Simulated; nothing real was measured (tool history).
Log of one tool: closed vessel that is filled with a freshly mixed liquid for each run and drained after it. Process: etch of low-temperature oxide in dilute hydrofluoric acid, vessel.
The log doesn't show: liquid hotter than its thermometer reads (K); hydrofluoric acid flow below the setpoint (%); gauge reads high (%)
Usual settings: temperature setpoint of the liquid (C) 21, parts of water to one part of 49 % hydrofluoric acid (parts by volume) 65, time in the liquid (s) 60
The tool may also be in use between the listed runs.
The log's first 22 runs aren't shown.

run	hour	temperature setpoint of the liquid (C)	parts of water to one part of 49 % hydrofluoric acid (parts by volume)	time in the liquid (s)	wafers since the last listed run	hours since the thermometer was replaced	hours since the hydrofluoric acid flow meter was replaced	hours since the gauge calibration	read-back film thickness of the low-temperature oxide reference wafer, read on the same gauge (nm)	thickness taken off the low-temperature oxide on a monitor wafer (angstrom)
23	1850.5	21	65	85	4148	55.9	1951.3	1283.6	99.97	406.6
24	1936.7	21	55	60	8336	142.1	2037.5	1369.8	100	342.2
# hour 1945.7: hydrofluoric acid flow meter replaced
25	2012	21	65	60	7185	217.4	66.3	1445.1	100	287
26	2112.4	24	45	80	9709	317.8	166.7	1545.5	99.99	643.5
27	2182.9	24.5	90	50	6817	388.3	237.2	1616	100	195.5
28	2269.8	21	65	60	8403	475.2	324.1	1702.9	99.99	289.2
29	2318.9	21	65	60	4748	524.3	373.2	1752	99.99	286.7
30	2404	21	35	75	8229	609.4	458.3	1837.1	99.98	696.4
31	2440.4	21	75	60	3520	645.8	494.7	1873.5	99.99	249.7
32	2498	22.5	85	60	5570	703.4	552.3	1931.1	100.03	227.9
# hour 2529.6: gauge calibrated
33	2807.2	21	85	80	29902	1012.6	861.5	277.6	100	287.8

Forecast each of these 3 alternatives for the next run:
A	2807.9	21	65	60	67	1013.3	862.2	278.3	?	?
B	2807.9	18	40	85	67	1013.3	862.2	278.3	?	?
C	2807.9	26	65	60	67	1013.3	862.2	278.3	?	?

run	read-back film thickness of the low-temperature oxide reference wafer, read on the same gauge (nm)	thickness taken off the low-temperature oxide on a monitor wafer (angstrom)
A	100.01	287.4
B	100.01	599.8
C	100.01	352.5
Without the tool's hidden state the same runs would have given:
run	thickness taken off the low-temperature oxide on a monitor wafer (angstrom)
A	287.4
B	599.8
C	352.5

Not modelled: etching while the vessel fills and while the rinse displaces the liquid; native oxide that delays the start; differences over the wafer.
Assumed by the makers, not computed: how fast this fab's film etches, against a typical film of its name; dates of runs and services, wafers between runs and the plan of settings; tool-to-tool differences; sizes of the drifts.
